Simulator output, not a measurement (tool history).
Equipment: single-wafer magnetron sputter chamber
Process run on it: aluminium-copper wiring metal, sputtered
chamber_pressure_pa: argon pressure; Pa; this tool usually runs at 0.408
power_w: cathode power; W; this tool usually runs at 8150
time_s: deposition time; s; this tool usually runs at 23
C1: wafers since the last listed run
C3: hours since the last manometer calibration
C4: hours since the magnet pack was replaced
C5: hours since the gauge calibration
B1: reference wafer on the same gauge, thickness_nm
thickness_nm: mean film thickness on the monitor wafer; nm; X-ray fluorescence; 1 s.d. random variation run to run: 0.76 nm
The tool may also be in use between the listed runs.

Run 1, hour 0: usual settings; C1 0; wafers on the sputter target 4962; C3 834.4; C4 5634.8; C5 628.6; B1 292.944. Result: thickness_nm 371.483 nm.
Run 2, hour 38.5: usual settings; C1 626; wafers on the sputter target 5589; C3 872.9; C4 5673.3; C5 667.1; B1 293.023. Result: thickness_nm 369.932 nm.
Run 3, hour 111.3: usual settings; C1 1184; wafers on the sputter target 6773; C3 945.7; C4 5746.1; C5 739.9; B1 292.888. Result: thickness_nm 368.704 nm.
At hour 300.3: sputter target and shields replaced.
Run 4, hour 307.4: usual settings; C1 3060; wafers on the sputter target 114; C3 1141.8; C4 5942.2; C5 936; B1 293.127. Result: thickness_nm 370.048 nm.
Run 5, hour 414.9: usual settings; C1 1749; wafers on the sputter target 1864; C3 1249.3; C4 6049.7; C5 1043.5; B1 292.847. Result: thickness_nm 370.865 nm.
Run 6, hour 609.2: usual settings; C1 3161; wafers on the sputter target 5025; C3 1443.6; C4 6244; C5 1237.8; B1 293.069. Result: thickness_nm 370.585 nm.
Run 7, hour 707.5: usual settings; C1 1599; wafers on the sputter target 6625; C3 1541.9; C4 6342.3; C5 1336.1; B1 292.941. Result: thickness_nm 370.704 nm.
At hour 781.3: sputter target and shields replaced.
Run 8, hour 885.6: usual settings; C1 2767; wafers on the sputter target 1698; C3 1720; C4 6520.4; C5 1514.2; B1 292.989. Result: thickness_nm 370.996 nm.
Run 9, hour 979.9: usual settings; C1 1534; wafers on the sputter target 3232; C3 1814.3; C4 6614.7; C5 1608.5; B1 293. Result: thickness_nm 370.57 nm.
Run 10, hour 1035.4: usual settings; C1 903; wafers on the sputter target 4135; C3 1869.8; C4 6670.2; C5 1664; B1 293.041. Result: thickness_nm 371.562 nm.
At hour 1084.2: capacitance manometer re-zeroed and calibrated.
Run 11, hour 1100.3: usual settings; C1 925; wafers on the sputter target 5061; C3 16.1; C4 6735.1; C5 1728.9; B1 293.052. Result: thickness_nm 364.056 nm.
Run 12, hour 1189.8: usual settings but chamber_pressure_pa 0.314 Pa; C1 1456; wafers on the sputter target 6517; C3 105.6; C4 6824.6; C5 1818.4; B1 292.984. Result: thickness_nm 374.13 nm.
Run 13, hour 1254.5: usual settings but chamber_pressure_pa 0.275 Pa; C1 1052; wafers on the sputter target 7570; C3 170.3; C4 6889.3; C5 1883.1; B1 293.06. Result: thickness_nm 380.507 nm.
At hour 1269.2: gauge calibrated.
Run 14, hour 1336.3: usual settings; C1 1331; wafers on the sputter target 8901; C3 252.1; C4 6971.1; C5 67.1; B1 293.023. Result: thickness_nm 364.374 nm.
At hour 1403.2: magnet pack replaced.
At hour 1411.1: sputter target and shields replaced.
Run 15, hour 1423.6: usual settings; C1 1161; wafers on the sputter target 202; C3 339.4; C4 20.4; C5 154.4; B1 292.974. Result: thickness_nm 366.171 nm.
Run 16, hour 1479.1: usual settings but chamber_pressure_pa 0.462 Pa, power_w 6650 W, time_s 24.7 s; C1 903; wafers on the sputter target 1105; C3 394.9; C4 75.9; C5 209.9; B1 292.895. Result: thickness_nm 314.952 nm.
Run 17, hour 1576.4: usual settings but chamber_pressure_pa 0.269 Pa, power_w 6450 W, time_s 25.1 s; C1 1583; wafers on the sputter target 2689; C3 492.2; C4 173.2; C5 307.2; B1 293.05. Result: thickness_nm 330.033 nm.
Run 18, hour 1662.2: usual settings; C1 1396; wafers on the sputter target 4085; C3 578; C4 259; C5 393; B1 293.025. Result: thickness_nm 368.304 nm.
Run 19, hour 1713.7: usual settings; C1 838; wafers on the sputter target 4923; C3 629.5; C4 310.5; C5 444.5; B1 293.025. Result: thickness_nm 368.176 nm.
Run 20, hour 1819.1: usual settings but chamber_pressure_pa 0.323 Pa; C1 1715; wafers on the sputter target 6638; C3 734.9; C4 415.9; C5 549.9; B1 293.051. Result: thickness_nm 376.45 nm.
Run 21, hour 1900.4: usual settings but chamber_pressure_pa 0.452 Pa, power_w 9300 W, time_s 21.1 s; C1 1322; wafers on the sputter target 7961; C3 816.2; C4 497.2; C5 631.2; B1 293.072. Result: thickness_nm 381.162 nm.
At hour 1986.2: sputter target and shields replaced.
Run 22, hour 2099.6: usual settings but power_w 8750 W; C1 3111; wafers on the sputter target 1844; C3 1015.4; C4 696.4; C5 830.4; B1 292.89. Result: thickness_nm 395.19 nm.
Run 23, hour 2165.9: usual settings but chamber_pressure_pa 0.561 Pa, power_w 9300 W, time_s 19.1 s; C1 1078; wafers on the sputter target 2923; C3 1081.7; C4 762.7; C5 896.7; B1 292.974. Result: thickness_nm 335.379 nm.
Run 24, hour 2241.7: usual settings but chamber_pressure_pa 0.315 Pa, power_w 6450 W, time_s 21 s; C1 1233; wafers on the sputter target 4157; C3 1157.5; C4 838.5; C5 972.5; B1 292.926. Result: thickness_nm 274.426 nm.

Alternative continuations, all from the tool just after run 24; predict every row:
Run A, hour 2242.1: usual settings but time_s 19.7 s; C1 6; wafers on the sputter target 4163; C3 1157.9; C4 838.9; C5 972.9; B1 ?. Result: thickness_nm ?.
Run B, hour 2242.1: usual settings but chamber_pressure_pa 0.498 Pa; C1 6; wafers on the sputter target 4163; C3 1157.9; C4 838.9; C5 972.9; B1 ?. Result: thickness_nm ?.
Run C, hour 2242.1: usual settings but chamber_pressure_pa 0.35 Pa, power_w 7600 W, time_s 26.3 s; C1 6; wafers on the sputter target 4163; C3 1157.9; C4 838.9; C5 972.9; B1 ?. Result: thickness_nm ?.

run       B1  thickness_nm
  A  292.798       316.648
  B  292.798       360.415
  C  292.798       400.767
Without the tool's hidden state the same runs would have given:
run  thickness_nm
  A       311.839
  B       354.307
  C       395.144
